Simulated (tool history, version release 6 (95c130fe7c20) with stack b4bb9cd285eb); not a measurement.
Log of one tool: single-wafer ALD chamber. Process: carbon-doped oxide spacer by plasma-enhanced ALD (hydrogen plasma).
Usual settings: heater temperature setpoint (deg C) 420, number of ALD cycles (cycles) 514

| run | hour | heater temperature setpoint (deg C) | number of ALD cycles (cycles) | wafers since the last listed run | hours since the last thermocouple change | hours since the gauge calibration | read-back reference wafer on the same gauge, thickness_nm | mean film thickness on the monitor wafer (Å) |
|---|---|---|---|---|---|---|---|---|
| 1 | 0 | 424 | 514 | 0 | 1330.5 | 517.3 | 28.386 | 238.93 |
| 2 | 107.9 | 426 | 566 | 47 | 1438.4 | 625.2 | 28.39 | 261.14 |
| 3 | 177.9 | 420 | 514 | 30 | 1508.4 | 695.2 | 28.385 | 244.7 |
| 4 | 233.3 | 420 | 514 | 24 | 1563.8 | 750.6 | 28.395 | 241.92 |
| 5 | 287.6 | 420 | 514 | 23 | 1618.1 | 804.9 | 28.392 | 242.63 |
| 6 | 342.4 | 420 | 514 | 24 | 1672.9 | 859.7 | 28.419 | 243.94 |
| 7 | 381.4 | 420 | 514 | 17 | 1711.9 | 898.7 | 28.411 | 242.34 |
| 8 | 424.1 | 420 | 514 | 18 | 1754.6 | 941.4 | 28.415 | 242.19 |
| 9 | 484 | 420 | 514 | 26 | 1814.5 | 1001.3 | 28.41 | 241.98 |
|  | 520.2 | thermocouple changed; heater temperature recalibrated |
| 10 | 721.6 | 420 | 514 | 101 | 201.4 | 1238.9 | 28.385 | 243.72 |
|  | 774.4 | gauge calibrated |
| 11 | 790.7 | 420 | 514 | 30 | 270.5 | 16.3 | 28.361 | 243.95 |
| 12 | 874 | 420 | 514 | 36 | 353.8 | 99.6 | 28.436 | 245.01 |
| 13 | 921.7 | 420 | 514 | 21 | 401.5 | 147.3 | 28.394 | 242.49 |
| 14 | 967 | 424 | 452 | 19 | 446.8 | 192.6 | 28.407 | 211.98 |
| 15 | 1041.3 | 420 | 514 | 32 | 521.1 | 266.9 | 28.441 | 243.73 |
| 16 | 1119.5 | 406 | 559 | 34 | 599.3 | 345.1 | 28.433 | 276.24 |
| 17 | 1183.5 | 420 | 571 | 28 | 663.3 | 409.1 | 28.409 | 269.66 |
| 18 | 1250.4 | 431 | 460 | 29 | 730.2 | 476 | 28.394 | 210.92 |
| 19 | 1307 | 433 | 423 | 24 | 786.8 | 532.6 | 28.384 | 192.04 |
| 20 | 1383.4 | 409 | 569 | 33 | 863.2 | 609 | 28.409 | 276.94 |
| 21 | 1455.6 | 411 | 478 | 31 | 935.4 | 681.2 | 28.397 | 231.58 |
| 22 | 1547.3 | 420 | 514 | 40 | 1027.1 | 772.9 | 28.381 | 241.46 |

Below are 3 alternative next runs, each starting from the tool's condition after run 22. Predict each:
| A | 1548.5 | 420 | 514 | 0 | 1028.3 | 774.1 | ? | ? |
| B | 1548.5 | 412 | 586 | 0 | 1028.3 | 774.1 | ? | ? |
| C | 1548.5 | 430 | 561 | 0 | 1028.3 | 774.1 | ? | ? |

| run | read-back reference wafer on the same gauge, thickness_nm | mean film thickness on the monitor wafer (Å) |
|---|---|---|
| A | 28.398 | 242.54 |
| B | 28.398 | 283.41 |
| C | 28.398 | 256.47 |
Stripped of hidden state, with their random variation kept, the same runs would have yielded:
| run | mean film thickness on the monitor wafer (Å) |
|---|---|
| A | 246.64 |
| B | 288.08 |
| C | 260.94 |
